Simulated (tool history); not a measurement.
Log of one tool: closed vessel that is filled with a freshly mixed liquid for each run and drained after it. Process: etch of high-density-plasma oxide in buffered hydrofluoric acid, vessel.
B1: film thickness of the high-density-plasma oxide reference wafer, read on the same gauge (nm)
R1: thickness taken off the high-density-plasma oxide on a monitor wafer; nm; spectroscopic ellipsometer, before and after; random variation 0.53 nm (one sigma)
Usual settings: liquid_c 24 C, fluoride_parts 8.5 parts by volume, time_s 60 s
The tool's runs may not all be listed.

run 1 day=0 | liquid_c=24 fluoride_parts=8.5 time_s=75 | B1=110.05 | R1=105.33
run 2 day=4.35 | liquid_c=24 fluoride_parts=8.5 time_s=40 | B1=110 | R1=56.38
run 3 day=7.779 | liquid_c=24 fluoride_parts=8.5 time_s=40 | B1=110.02 | R1=55.72
run 4 day=10.308 | liquid_c=20.5 fluoride_parts=8.5 time_s=85 | B1=109.96 | R1=96.79
run 5 day=19.321 | liquid_c=24 fluoride_parts=7.5 time_s=60 | B1=109.97 | R1=96.21
run 6 day=23.042 | liquid_c=24 fluoride_parts=7.5 time_s=60 | B1=110.01 | R1=95.87
run 7 day=25.925 | liquid_c=24 fluoride_parts=7.5 time_s=60 | B1=110.03 | R1=96.88
run 8 day=27.562 | liquid_c=25.5 fluoride_parts=8.5 time_s=60 | B1=110.01 | R1=89.66
run 9 day=31.625 | liquid_c=25.5 fluoride_parts=8.5 time_s=60 | B1=109.99 | R1=90.07
run 10 day=34.008 | liquid_c=25.5 fluoride_parts=8.5 time_s=60 | B1=109.98 | R1=90.49
run 11 day=35.788 | liquid_c=21.5 fluoride_parts=8.5 time_s=60 | B1=109.98 | R1=72.98
run 12 day=38.058 | liquid_c=24 fluoride_parts=8.5 time_s=60 | B1=109.97 | R1=83.24
run 13 day=40.875 | liquid_c=19.5 fluoride_parts=6.5 time_s=30 | B1=109.97 | R1=42.69
run 14 day=42.646 | liquid_c=24 fluoride_parts=8.5 time_s=80 | B1=110 | R1=110.27
run 15 day=45.988 | liquid_c=24 fluoride_parts=7.5 time_s=60 | B1=109.99 | R1=95.78
-- day=47.65 thermometer replaced
run 16 day=47.671 | liquid_c=24 fluoride_parts=11 time_s=90 | B1=109.98 | R1=99.55
run 17 day=50.429 | liquid_c=24 fluoride_parts=12 time_s=50 | B1=109.96 | R1=51.26
run 18 day=54.542 | liquid_c=24 fluoride_parts=8.5 time_s=60 | B1=110.02 | R1=81.73
run 19 day=56.988 | liquid_c=25.5 fluoride_parts=5 time_s=30 | B1=109.94 | R1=74.41
run 20 day=58.608 | liquid_c=24 fluoride_parts=7 time_s=60 | B1=109.97 | R1=100.06
run 21 day=63.017 | liquid_c=24 fluoride_parts=12 time_s=60 | B1=110.02 | R1=61.36
run 22 day=66.979 | liquid_c=24 fluoride_parts=8.5 time_s=60 | B1=109.97 | R1=81.59
-- day=69.746 hydrofluoric acid flow meter replaced
run 23 day=70.183 | liquid_c=24 fluoride_parts=5.5 time_s=35 | B1=110.02 | R1=75.07
-- day=72.9 gauge calibrated
run 24 day=73.983 | liquid_c=24 fluoride_parts=8.5 time_s=60 | B1=109.99 | R1=84.67
run 25 day=76.258 | liquid_c=24 fluoride_parts=8.5 time_s=45 | B1=109.98 | R1=63.5
run 26 day=78.708 | liquid_c=24 fluoride_parts=6 time_s=60 | B1=110.02 | R1=118.58
run 27 day=82.45 | liquid_c=21.5 fluoride_parts=5.5 time_s=35 | B1=110.01 | R1=65.26
run 28 day=95.671 | liquid_c=20.5 fluoride_parts=8.5 time_s=60 | B1=110 | R1=69.86
run 29 day=100.15 | liquid_c=21 fluoride_parts=11.5 time_s=85 | B1=110.03 | R1=77.59
run 30 day=103.542 | liquid_c=26 fluoride_parts=7.5 time_s=75 | B1=110.04 | R1=134.11
run 31 day=106.675 | liquid_c=22 fluoride_parts=5.5 time_s=60 | B1=109.98 | R1=113.87

Forecast each of these 4 alternatives for the next run:
run A day=106.704 | liquid_c=28 fluoride_parts=8.5 time_s=60 | B1=? | R1=?
run B day=106.704 | liquid_c=24 fluoride_parts=5.5 time_s=60 | B1=? | R1=?
run C day=106.704 | liquid_c=22 fluoride_parts=8.5 time_s=30 | B1=? | R1=?
run D day=106.704 | liquid_c=27 fluoride_parts=8.5 time_s=40 | B1=? | R1=?

run=A B1=109.97 R1=103.47
run=B B1=109.97 R1=127.05
run=C B1=109.97 R1=37.39
run=D B1=109.97 R1=65.41
Without the tool's hidden state the same runs would have given:
run=A R1=104.97
run=B R1=128.47
run=C R1=37.93
run=D R1=66.35
